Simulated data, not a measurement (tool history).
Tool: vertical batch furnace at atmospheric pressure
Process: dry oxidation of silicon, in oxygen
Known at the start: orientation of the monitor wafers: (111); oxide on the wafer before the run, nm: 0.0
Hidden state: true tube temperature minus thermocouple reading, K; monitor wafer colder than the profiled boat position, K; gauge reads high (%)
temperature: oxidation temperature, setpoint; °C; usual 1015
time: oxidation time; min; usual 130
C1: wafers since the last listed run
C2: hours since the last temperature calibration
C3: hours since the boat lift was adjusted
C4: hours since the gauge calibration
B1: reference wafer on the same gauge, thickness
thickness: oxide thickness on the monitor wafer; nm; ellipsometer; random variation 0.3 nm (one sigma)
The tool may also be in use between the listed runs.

Run 1, hour 0: usual settings but time 115 min; C1 0; C2 1756.6; C3 2406.1; C4 563.7; B1 157.9. Result: thickness 126.55 nm.
Run 2, hour 22.3: usual settings but time 115 min; C1 262; C2 1778.9; C3 2428.4; C4 586; B1 158.09. Result: thickness 126.74 nm.
Run 3, hour 43.9: usual settings but temperature 1002 °C; C1 254; C2 1800.5; C3 2450; C4 607.6; B1 157.96. Result: thickness 125.2 nm.
Run 4, hour 58.5: usual settings; C1 171; C2 1815.1; C3 2464.6; C4 622.2; B1 157.91. Result: thickness 137.23 nm.
Run 5, hour 78.1: usual settings; C1 230; C2 1834.7; C3 2484.2; C4 641.8; B1 158.06. Result: thickness 136.55 nm.
Run 6, hour 99.5: usual settings; C1 251; C2 1856.1; C3 2505.6; C4 663.2; B1 158.1. Result: thickness 136.71 nm.
Run 7, hour 121.1: usual settings but temperature 999 °C, time 172 min; C1 254; C2 1877.7; C3 2527.2; C4 684.8; B1 157.97. Result: thickness 146.33 nm.
Run 8, hour 145.2: usual settings but temperature 999 °C, time 172 min; C1 283; C2 1901.8; C3 2551.3; C4 708.9; B1 158.07. Result: thickness 146.22 nm.
At hour 175: boat lift adjusted.
Run 9, hour 175.5: usual settings but temperature 999 °C, time 172 min; C1 74; C2 1932.1; C3 0.5; C4 739.2; B1 158.01. Result: thickness 145.71 nm.
Run 10, hour 184: usual settings but temperature 1005 °C; C1 100; C2 1940.6; C3 9; C4 747.7; B1 158.06. Result: thickness 127.62 nm.
Run 11, hour 207.6: usual settings but temperature 1005 °C; C1 277; C2 1964.2; C3 32.6; C4 771.3; B1 158.12. Result: thickness 128.43 nm.
Run 12, hour 227.3: usual settings but temperature 1005 °C; C1 231; C2 1983.9; C3 52.3; C4 791; B1 158. Result: thickness 127.99 nm.
Run 13, hour 238.7: usual settings but time 99 min; C1 134; C2 1995.3; C3 63.7; C4 802.4; B1 157.99. Result: thickness 115.34 nm.
Run 14, hour 255.5: usual settings but time 99 min; C1 197; C2 2012.1; C3 80.5; C4 819.2; B1 158.03. Result: thickness 116 nm.
At hour 261.2: gauge calibrated.
Run 15, hour 271.3: usual settings but time 99 min; C1 185; C2 2027.9; C3 96.3; C4 10.1; B1 157.89. Result: thickness 115.77 nm.
Run 16, hour 293.9: usual settings but time 157.5 min; C1 266; C2 2050.5; C3 118.9; C4 32.7; B1 158.03. Result: thickness 154.92 nm.
Run 17, hour 313.7: usual settings but time 157.5 min; C1 233; C2 2070.3; C3 138.7; C4 52.5; B1 158.09. Result: thickness 154.16 nm.
Run 18, hour 329.1: usual settings but time 157.5 min; C1 181; C2 2085.7; C3 154.1; C4 67.9; B1 158.25. Result: thickness 154.69 nm.
Run 19, hour 352.6: usual settings but temperature 1033 °C, time 78 min; C1 276; C2 2109.2; C3 177.6; C4 91.4; B1 157.99. Result: thickness 111.41 nm.
Run 20, hour 369.8: usual settings but temperature 993 °C, time 149.5 min; C1 202; C2 2126.4; C3 194.8; C4 108.6; B1 157.98. Result: thickness 129.15 nm.
Run 21, hour 384.8: usual settings but temperature 999 °C, time 172 min; C1 176; C2 2141.4; C3 209.8; C4 123.6; B1 157.75. Result: thickness 146.84 nm.
Run 22, hour 399.2: usual settings but temperature 992 °C, time 164 min; C1 169; C2 2155.8; C3 224.2; C4 138; B1 157.96. Result: thickness 136.13 nm.
Run 23, hour 461.4: usual settings but temperature 1030 °C, time 184.5 min; C1 732; C2 2218; C3 286.4; C4 200.2; B1 157.92. Result: thickness 186.6 nm.
Run 24, hour 472: usual settings but time 79 min; C1 124; C2 2228.6; C3 297; C4 210.8; B1 157.96. Result: thickness 100.32 nm.
Run 25, hour 485: usual settings but temperature 1039 °C, time 175 min; C1 153; C2 2241.6; C3 310; C4 223.8; B1 157.89. Result: thickness 189.8 nm.
Run 26, hour 512.6: usual settings but temperature 1030 °C, time 184.5 min; C1 324; C2 2269.2; C3 337.6; C4 251.4; B1 157.96. Result: thickness 186.46 nm.
At hour 560.1: thermocouples replaced and temperature profile calibrated.
Run 27, hour 560.6: usual settings; C1 282; C2 0.5; C3 385.6; C4 299.4; B1 158.16. Result: thickness 133.71 nm.
Run 28, hour 567.2: usual settings but time 109 min; C1 77; C2 7.1; C3 392.2; C4 306; B1 157.86. Result: thickness 119.51 nm.
Run 29, hour 590.6: usual settings but temperature 1029 °C, time 105.5 min; C1 275; C2 30.5; C3 415.6; C4 329.4; B1 157.98. Result: thickness 127.78 nm.
Run 30, hour 600.1: usual settings but time 190 min; C1 111; C2 40; C3 425.1; C4 338.9; B1 157.95. Result: thickness 169.28 nm.
Run 31, hour 622.3: usual settings but temperature 999 °C, time 172 min; C1 261; C2 62.2; C3 447.3; C4 361.1; B1 157.94. Result: thickness 142 nm.
Run 32, hour 633.1: usual settings; C1 127; C2 73; C3 458.1; C4 371.9; B1 157.86. Result: thickness 132.73 nm.
Run 33, hour 647.9: usual settings but temperature 1003 °C, time 181 min; C1 174; C2 87.8; C3 472.9; C4 386.7; B1 157.81. Result: thickness 150.83 nm.
Run 34, hour 667.7: usual settings but time 105 min; C1 233; C2 107.6; C3 492.7; C4 406.5; B1 157.92. Result: thickness 116.6 nm.
Run 35, hour 690.2: usual settings but time 174 min; C1 264; C2 130.1; C3 515.2; C4 429; B1 158.03. Result: thickness 159.71 nm.
Run 36, hour 707.8: usual settings; C1 207; C2 147.7; C3 532.8; C4 446.6; B1 158.23. Result: thickness 133.14 nm.
Run 37, hour 717.6: usual settings; C1 115; C2 157.5; C3 542.6; C4 456.4; B1 157.97. Result: thickness 133.57 nm.
Run 38, hour 738.2: usual settings but time 176 min; C1 242; C2 178.1; C3 563.2; C4 477; B1 158.2. Result: thickness 161.39 nm.
Run 39, hour 758.2: usual settings; C1 235; C2 198.1; C3 583.2; C4 497; B1 158.1. Result: thickness 133.88 nm.

Hidden state at the last listed run before each entry between runs and at the first one after, where it differs:
Between runs 8 and 9: boat lift adjusted (hour 175)
  true tube temperature minus thermocouple reading, K: 4.36 -> 4.43
  measured less the result without the state, thickness: +4.26 -> +4.32 nm
Between runs 14 and 15: gauge calibrated (hour 261.2)
  true tube temperature minus thermocouple reading, K: 4.6 -> 4.63
  measured less the result without the state, thickness: +3.54 -> +3.56 nm
Between runs 26 and 27: thermocouples replaced and temperature profile calibrated (hour 560.1)
  true tube temperature minus thermocouple reading, K: 5.15 -> 0.189
  measured less the result without the state, thickness: +5.37 -> +0.17 nm

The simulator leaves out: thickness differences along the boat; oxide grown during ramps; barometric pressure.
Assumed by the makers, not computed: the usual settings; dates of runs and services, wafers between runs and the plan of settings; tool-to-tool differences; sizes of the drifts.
